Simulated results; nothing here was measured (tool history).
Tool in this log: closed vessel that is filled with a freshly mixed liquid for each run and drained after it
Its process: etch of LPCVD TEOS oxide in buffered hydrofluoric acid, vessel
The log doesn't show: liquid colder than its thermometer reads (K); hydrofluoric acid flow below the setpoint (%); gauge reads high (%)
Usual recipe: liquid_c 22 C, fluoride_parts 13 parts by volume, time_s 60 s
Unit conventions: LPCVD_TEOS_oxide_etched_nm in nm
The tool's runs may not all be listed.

run   hour  liquid_c  fluoride_parts  time_s  wafers since the last listed run  hours since the thermometer was replaced  hours since the hydrofluoric acid flow meter was replaced  hours since the gauge calibration  read-back film thickness of the LPCVD TEOS oxide reference wafer, read on the same gauge (nm)  LPCVD_TEOS_oxide_etched_nm
  1      0        22              13      60                                 0                                    2767.8                                                      421.9                                253                                                                                         110.01                      130.21
  2   13.9        22              13      60                              1937                                    2781.7                                                      435.8                              266.9                                                                                         109.99                      129.67
  3   39.3        22              13      60                              3539                                    2807.1                                                      461.2                              292.3                                                                                            110                      129.91
  4   53.3        22              13      90                              1951                                    2821.1                                                      475.2                              306.3                                                                                         110.01                      193.73
  5   82.5        22              11      60                              4069                                    2850.3                                                      504.4                              335.5                                                                                         109.98                       152.3
  6  105.9        22              11      60                              3261                                    2873.7                                                      527.8                              358.9                                                                                         109.98                      151.68
  7  124.6        22              11      60                              2606                                    2892.4                                                      546.5                              377.6                                                                                         109.99                      150.51
  8  146.1        22              13      60                              2996                                    2913.9                                                        568                              399.1                                                                                         110.02                      130.22
     159.3  -- thermometer replaced
  9  165.6        22              13      60                              2578                                       6.3                                                      587.5                              418.6                                                                                         110.01                      150.51
 10    195        22              13      60                              4097                                      35.7                                                      616.9                                448                                                                                         109.99                      150.21
 11  227.3        22              13      90                              4501                                        68                                                      649.2                              480.3                                                                                         109.99                      223.45
     231.9  -- gauge calibrated
 12  258.1        25              17      60                              4292                                      98.8                                                        680                               26.2                                                                                         110.01                       135.9
 13  280.9      26.5            16.5      60                              3177                                     121.6                                                      702.8                                 49                                                                                            110                      151.54
 14  308.1        24              10      60                              3790                                     148.8                                                        730                               76.2                                                                                         110.01                      216.94
 15  329.4        22              13      60                              2968                                     170.1                                                      751.3                               97.5                                                                                            110                      148.91
 16  357.1        20             8.5      70                              3860                                     197.8                                                        779                              125.2                                                                                            110                      228.17
     374.5  -- hydrofluoric acid flow meter replaced
 17  384.5        22              13      60                              3679                                     225.2                                                         10                              152.6                                                                                            110                       148.4
 18  417.5        22              13      60                              4598                                     258.2                                                         43                              185.6                                                                                         110.01                      148.54
 19  431.4      18.5              13      85                              1937                                     272.1                                                       56.9                              199.5                                                                                            110                      171.79
 20  452.3      24.5              15      75                              2912                                       293                                                       77.8                              220.4                                                                                         109.99                      185.16
 21  483.4        22            17.5      35                              4334                                     324.1                                                      108.9                              251.5                                                                                         110.01                       64.38

What if the next run were any one of these 5? Each begins from the tool's condition after run 21:
  A  484.1        22              17      60                                97                                     324.8                                                      109.6                              252.2                                                                                              ?                           ?
  B  484.1        25            17.5      30                                97                                     324.8                                                      109.6                              252.2                                                                                              ?                           ?
  C  484.1      20.5              17      40                                97                                     324.8                                                      109.6                              252.2                                                                                              ?                           ?
  D  484.1      26.5            14.5      95                                97                                     324.8                                                      109.6                              252.2                                                                                              ?                           ?
  E  484.1        22              10      60                                97                                     324.8                                                      109.6                              252.2                                                                                              ?                           ?

run  read-back film thickness of the LPCVD TEOS oxide reference wafer, read on the same gauge (nm)  LPCVD_TEOS_oxide_etched_nm
  A                                                                                         110.03                      113.41
  B                                                                                         110.03                       64.99
  C                                                                                         110.03                       69.54
  D                                                                                         110.03                      268.56
  E                                                                                         110.03                      190.74
Without the tool's unlogged condition, the same runs would have read:
run  LPCVD_TEOS_oxide_etched_nm
  A                       115.7
  B                       66.28
  C                       70.96
  D                      273.81
  E                      194.58

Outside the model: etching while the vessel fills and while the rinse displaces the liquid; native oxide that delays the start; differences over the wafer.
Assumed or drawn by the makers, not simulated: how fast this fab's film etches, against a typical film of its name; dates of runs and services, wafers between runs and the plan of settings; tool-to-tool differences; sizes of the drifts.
